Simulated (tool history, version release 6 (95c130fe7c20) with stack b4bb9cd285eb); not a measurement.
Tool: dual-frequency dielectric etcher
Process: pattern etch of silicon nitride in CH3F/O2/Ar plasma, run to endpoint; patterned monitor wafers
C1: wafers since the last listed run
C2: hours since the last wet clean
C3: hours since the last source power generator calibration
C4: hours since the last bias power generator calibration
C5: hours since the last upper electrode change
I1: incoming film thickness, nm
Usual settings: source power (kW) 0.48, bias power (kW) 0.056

Run 1, hour 0: usual settings but source power (kW) 0.53; C1 0; C2 36; C3 3413.7; C4 487.9; C5 3379.9; I1 56.7. Result: endpoint time (s) 87.9.
Run 2, hour 62.9: usual settings but source power (kW) 0.44, bias power (kW) 0.064; C1 719; C2 98.9; C3 3476.6; C4 550.8; C5 3442.8; I1 56.6. Result: endpoint time (s) 88.4.
Run 3, hour 127.7: usual settings but source power (kW) 0.44, bias power (kW) 0.064; C1 741; C2 163.7; C3 3541.4; C4 615.6; C5 3507.6; I1 56.6. Result: endpoint time (s) 89.4.
Run 4, hour 229.2: usual settings but source power (kW) 0.54; C1 1161; C2 265.2; C3 3642.9; C4 717.1; C5 3609.1; I1 57. Result: endpoint time (s) 88.4.
Run 5, hour 301.3: usual settings; C1 824; C2 337.3; C3 3715; C4 789.2; C5 3681.2; I1 56.4. Result: endpoint time (s) 91.4.
Run 6, hour 396: usual settings; C1 1083; C2 432; C3 3809.7; C4 883.9; C5 3775.9; I1 56.7. Result: endpoint time (s) 92.7.
Run 7, hour 496.6: usual settings but source power (kW) 0.51; C1 1150; C2 532.6; C3 3910.3; C4 984.5; C5 3876.5; I1 57. Result: endpoint time (s) 93.1.
At hour 617.3: wet clean of the chamber.
Run 8, hour 617.8: usual settings but source power (kW) 0.51; C1 1111; C2 0.5; C3 4031.5; C4 1105.7; C5 3997.7; I1 56.6. Result: endpoint time (s) 90.
Run 9, hour 646.1: usual settings but source power (kW) 0.51; C1 323; C2 28.8; C3 4059.8; C4 1134; C5 4026; I1 56.6. Result: endpoint time (s) 89.2.
Run 10, hour 732.3: usual settings; C1 986; C2 115; C3 4146; C4 1220.2; C5 4112.2; I1 56.7. Result: endpoint time (s) 91.7.
Run 11, hour 818.4: usual settings; C1 984; C2 201.1; C3 4232.1; C4 1306.3; C5 4198.3; I1 57.7. Result: endpoint time (s) 94.3.
Run 12, hour 879: usual settings but source power (kW) 0.53; C1 693; C2 261.7; C3 4292.7; C4 1366.9; C5 4258.9; I1 56.6. Result: endpoint time (s) 89.5.
Run 13, hour 958.5: usual settings; C1 909; C2 341.2; C3 4372.2; C4 1446.4; C5 4338.4; I1 56.5. Result: endpoint time (s) 93.1.
At hour 1018.8: source power generator calibrated.
Run 14, hour 1062.4: usual settings but source power (kW) 0.4, bias power (kW) 0.048; C1 1142; C2 445.1; C3 43.6; C4 1550.3; C5 4442.3; I1 56.3. Result: endpoint time (s) 110.8.
Run 15, hour 1144: usual settings but source power (kW) 0.6; C1 933; C2 526.7; C3 125.2; C4 1631.9; C5 4523.9; I1 57. Result: endpoint time (s) 87.8.
Run 16, hour 1180.6: usual settings but source power (kW) 0.36, bias power (kW) 0.066; C1 418; C2 563.3; C3 161.8; C4 1668.5; C5 4560.5; I1 56.9. Result: endpoint time (s) 100.2.
Run 17, hour 1231.3: usual settings but source power (kW) 0.37, bias power (kW) 0.044; C1 579; C2 614; C3 212.5; C4 1719.2; C5 4611.2; I1 56.7. Result: endpoint time (s) 122.5.
At hour 1435.6: wet clean of the chamber.
Run 18, hour 1454.1: usual settings; C1 2274; C2 18.5; C3 435.3; C4 1942; C5 4834; I1 57. Result: endpoint time (s) 93.2.
Run 19, hour 1575.9: usual settings but source power (kW) 0.54, bias power (kW) 0.065; C1 1393; C2 140.3; C3 557.1; C4 2063.8; C5 4955.8; I1 56.7. Result: endpoint time (s) 82.8.
Run 20, hour 1675.5: usual settings but source power (kW) 0.43, bias power (kW) 0.066; C1 1139; C2 239.9; C3 656.7; C4 2163.4; C5 5055.4; I1 56.7. Result: endpoint time (s) 90.6.
Run 21, hour 1758.2: usual settings but source power (kW) 0.57, bias power (kW) 0.066; C1 946; C2 322.6; C3 739.4; C4 2246.1; C5 5138.1; I1 56.3. Result: endpoint time (s) 80.7.
Run 22, hour 1850.7: usual settings but bias power (kW) 0.046; C1 1058; C2 415.1; C3 831.9; C4 2338.6; C5 5230.6; I1 56.2. Result: endpoint time (s) 104.4.
At hour 1892.6: bias power generator calibrated.
Run 23, hour 1933.5: usual settings but source power (kW) 0.45, bias power (kW) 0.06; C1 901; C2 497.9; C3 914.7; C4 40.9; C5 5313.4; I1 57.2. Result: endpoint time (s) 94.7.
At hour 1962.9: upper electrode replaced.
Run 24, hour 2007.4: usual settings but source power (kW) 0.6, bias power (kW) 0.065; C1 570; C2 571.8; C3 988.6; C4 114.8; C5 44.5; I1 57.6. Result: endpoint time (s) 82.2.
Run 25, hour 2051.7: usual settings but source power (kW) 0.44, bias power (kW) 0.068; C1 506; C2 616.1; C3 1032.9; C4 159.1; C5 88.8; I1 57. Result: endpoint time (s) 90.5.
At hour 2110: wet clean of the chamber.
Run 26, hour 2127.2: usual settings; C1 589; C2 17.2; C3 1108.4; C4 234.6; C5 164.3; I1 56.9. Result: endpoint time (s) 92.3.
Run 27, hour 2173.1: usual settings but source power (kW) 0.44, bias power (kW) 0.048; C1 525; C2 63.1; C3 1154.3; C4 280.5; C5 210.2; I1 57.5. Result: endpoint time (s) 104.9.
Run 28, hour 2277.3: usual settings but source power (kW) 0.41; C1 1191; C2 167.3; C3 1258.5; C4 384.7; C5 314.4; I1 56.2. Result: endpoint time (s) 98.5.
Run 29, hour 2356.9: usual settings but source power (kW) 0.45, bias power (kW) 0.045; C1 910; C2 246.9; C3 1338.1; C4 464.3; C5 394; I1 56.4. Result: endpoint time (s) 106.4.
Run 30, hour 2449.7: usual settings but bias power (kW) 0.061; C1 1061; C2 339.7; C3 1430.9; C4 557.1; C5 486.8; I1 56.8. Result: endpoint time (s) 89.6.
Run 31, hour 2536.7: usual settings but source power (kW) 0.52; C1 995; C2 426.7; C3 1517.9; C4 644.1; C5 573.8; I1 56.4. Result: endpoint time (s) 90.7.
Run 32, hour 2598.2: usual settings; C1 703; C2 488.2; C3 1579.4; C4 705.6; C5 635.3; I1 56.9. Result: endpoint time (s) 94.7.
Run 33, hour 2695: usual settings; C1 1107; C2 585; C3 1676.2; C4 802.4; C5 732.1; I1 56.8. Result: endpoint time (s) 95.
Run 34, hour 2794.6: usual settings; C1 1139; C2 684.6; C3 1775.8; C4 902; C5 831.7; I1 56.7. Result: endpoint time (s) 95.6.

Forecast each of these 5 alternatives for the next run:
Run A, hour 2795: usual settings; C1 4; C2 685; C3 1776.2; C4 902.4; C5 832.1; I1 56.6. Result: endpoint time (s) ?.
Run B, hour 2795: usual settings but source power (kW) 0.4, bias power (kW) 0.06; C1 4; C2 685; C3 1776.2; C4 902.4; C5 832.1; I1 56.6. Result: endpoint time (s) ?.
Run C, hour 2795: usual settings but source power (kW) 0.58, bias power (kW) 0.047; C1 4; C2 685; C3 1776.2; C4 902.4; C5 832.1; I1 56.6. Result: endpoint time (s) ?.
Run D, hour 2795: usual settings but source power (kW) 0.44, bias power (kW) 0.044; C1 4; C2 685; C3 1776.2; C4 902.4; C5 832.1; I1 56.6. Result: endpoint time (s) ?.
Run E, hour 2795: usual settings but source power (kW) 0.56, bias power (kW) 0.048; C1 4; C2 685; C3 1776.2; C4 902.4; C5 832.1; I1 56.6. Result: endpoint time (s) ?.

run  endpoint time (s)
  A                 95
  B               98.7
  C               96.1
  D              111.5
  E               96.5
Without the tool's hidden state the same runs would have given:
run  endpoint time (s)
  A               92.3
  B               95.9
  C               93.4
  D              108.4
  E               93.8
